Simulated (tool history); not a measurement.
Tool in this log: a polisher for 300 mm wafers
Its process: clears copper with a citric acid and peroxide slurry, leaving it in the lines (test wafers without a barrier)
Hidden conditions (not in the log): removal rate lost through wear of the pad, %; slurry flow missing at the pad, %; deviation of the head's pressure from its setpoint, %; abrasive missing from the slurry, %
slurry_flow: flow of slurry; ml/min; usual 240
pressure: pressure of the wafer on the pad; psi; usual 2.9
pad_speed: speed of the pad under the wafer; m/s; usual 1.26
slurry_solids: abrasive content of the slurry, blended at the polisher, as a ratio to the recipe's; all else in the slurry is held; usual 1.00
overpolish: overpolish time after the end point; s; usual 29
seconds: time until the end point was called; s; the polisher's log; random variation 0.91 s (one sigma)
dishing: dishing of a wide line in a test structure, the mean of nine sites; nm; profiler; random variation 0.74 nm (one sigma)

| run | day | slurry_flow | pressure | pad_speed | slurry_solids | overpolish | wafers since the last listed run | wafers polished on this pad | hours since the slurry nozzle was cleaned | hours since the head pressure was calibrated | hours since the slurry blender was calibrated | incoming thickness of the incoming film, nm | seconds | dishing |
|---|---|---|---|---|---|---|---|---|---|---|---|---|---|---|
| 1 | 0.000 | 240 | 2.3 | 1.26 | 1.00 | 29 | 0 | 2000 | 123.1 | 884.9 | 32.8 | 304.6 | 119.9 | 51.2 |
|  | 2.138 | worn pad replaced by a new one |
| 2 | 2.492 | 240 | 2.9 | 1.26 | 1.00 | 29 | 501 | 76 | 182.9 | 944.7 | 92.6 | 304.4 | 96.1 | 62.8 |
| 3 | 5.108 | 240 | 2.9 | 1.26 | 1.00 | 29 | 564 | 640 | 245.7 | 1007.5 | 155.4 | 301.5 | 94.6 | 63.0 |
| 4 | 7.179 | 240 | 2.9 | 1.26 | 1.00 | 29 | 446 | 1087 | 295.4 | 1057.2 | 205.1 | 305.2 | 97.1 | 61.7 |
| 5 | 8.317 | 240 | 2.9 | 1.26 | 1.20 | 29 | 245 | 1332 | 322.7 | 1084.5 | 232.4 | 310.9 | 95.5 | 63.9 |
| 6 | 10.662 | 240 | 2.9 | 1.26 | 0.85 | 29 | 505 | 1838 | 379.0 | 1140.8 | 288.7 | 306.6 | 100.6 | 61.0 |
|  | 11.550 | slurry blender recalibrated |
| 7 | 11.892 | 240 | 2.9 | 1.26 | 0.90 | 29 | 247 | 2085 | 408.5 | 1170.3 | 8.2 | 305.4 | 99.5 | 61.5 |
| 8 | 13.362 | 240 | 2.9 | 1.26 | 1.00 | 29 | 317 | 2403 | 443.8 | 1205.6 | 43.5 | 309.1 | 98.5 | 61.5 |
|  | 13.617 | worn pad replaced by a new one |
| 9 | 16.088 | 240 | 2.9 | 1.26 | 1.00 | 29 | 551 | 532 | 509.2 | 1271.0 | 108.9 | 310.1 | 99.5 | 61.4 |
| 10 | 17.638 | 240 | 2.9 | 1.26 | 1.00 | 29 | 334 | 867 | 546.4 | 1308.2 | 146.1 | 304.5 | 99.5 | 61.2 |
|  | 20.042 | slurry nozzle cleaned |
| 11 | 20.267 | 240 | 2.9 | 1.26 | 1.00 | 29 | 558 | 1425 | 5.4 | 1371.3 | 209.2 | 301.7 | 90.5 | 63.9 |
| 12 | 22.175 | 240 | 2.9 | 1.26 | 1.00 | 29 | 411 | 1836 | 51.2 | 1417.1 | 255.0 | 301.3 | 91.0 | 64.3 |
|  | 23.133 | head pressure recalibrated |
| 13 | 23.358 | 240 | 2.9 | 1.26 | 1.00 | 29 | 237 | 2074 | 79.6 | 5.4 | 283.4 | 304.6 | 98.0 | 63.3 |
|  | 25.467 | slurry blender recalibrated |
|  | 25.667 | worn pad replaced by a new one |
| 14 | 25.879 | 240 | 2.9 | 1.26 | 1.00 | 29 | 489 | 45 | 140.1 | 65.9 | 9.9 | 301.7 | 94.8 | 62.3 |
| 15 | 28.108 | 325 | 2.9 | 1.26 | 1.00 | 29 | 480 | 526 | 193.6 | 119.4 | 63.4 | 299.1 | 91.8 | 62.0 |
| 16 | 29.479 | 240 | 2.9 | 1.26 | 1.00 | 29 | 295 | 822 | 226.5 | 152.3 | 96.3 | 304.9 | 97.3 | 62.2 |

Forecast run 17:
| 17 | 31.412 | 240 | 2.9 | 1.26 | 1.00 | 29 | 416 | 1239 | 272.9 | 198.7 | 142.7 | 305.5 | ? | ? |

Run 17 came out at seconds 98.2 s, dishing 61.4 nm.
Without the tool's hidden state the same run would have given seconds 95.9 s, dishing 62.6 nm.
